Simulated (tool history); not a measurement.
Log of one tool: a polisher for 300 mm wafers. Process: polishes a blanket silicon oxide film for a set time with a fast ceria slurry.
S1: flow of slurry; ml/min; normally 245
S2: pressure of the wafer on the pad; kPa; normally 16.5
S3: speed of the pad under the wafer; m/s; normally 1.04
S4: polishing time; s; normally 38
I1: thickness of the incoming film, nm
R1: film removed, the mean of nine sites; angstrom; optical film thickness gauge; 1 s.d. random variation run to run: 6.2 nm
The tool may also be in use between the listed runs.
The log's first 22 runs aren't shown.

run	hour	S1	S2	S3	S4	I1	R1
# hour 541.5: worn pad replaced by a new one
23	544.2	180	16.5	1.04	38	1527.0	4820
24	557.9	245	16.5	1.04	38	1507.6	4903
25	592.2	245	16.5	1.04	38	1503.0	4950
26	606.3	245	16.5	1.34	38	1510.4	6211
# hour 620.3: head pressure recalibrated
27	639.0	245	16.5	0.84	38	1532.6	3518
28	673.0	170	11.7	1.32	49	1482.9	4558
29	700.0	330	16.5	1.04	38	1510.8	4273
30	725.0	245	19.3	1.04	38	1505.2	4935
31	738.3	270	11.7	1.16	38	1523.9	3238
# hour 765.9: worn pad replaced by a new one
32	766.5	245	16.5	1.04	38	1508.2	4513
33	796.0	245	11.7	1.04	38	1502.7	3112
34	818.8	245	16.5	1.04	38	1514.8	4325
35	836.1	245	16.5	1.04	38	1516.2	4346
36	853.9	245	16.5	1.22	38	1511.3	4999
37	874.8	245	16.5	1.04	38	1502.4	4395
38	909.3	245	16.5	1.30	47	1514.2	6385

Below are 3 alternative next runs, each starting from the tool's condition after run 38. Predict each:
A	909.7	245	20.0	1.04	38	1522.2	?
B	909.7	315	16.5	1.04	34	1522.2	?
C	909.7	245	16.5	1.32	48	1522.2	?

run	R1
A	5164
B	3895
C	6712
Without the tool's hidden state the same runs would have given:
run	R1
A	5385
B	4062
C	6999

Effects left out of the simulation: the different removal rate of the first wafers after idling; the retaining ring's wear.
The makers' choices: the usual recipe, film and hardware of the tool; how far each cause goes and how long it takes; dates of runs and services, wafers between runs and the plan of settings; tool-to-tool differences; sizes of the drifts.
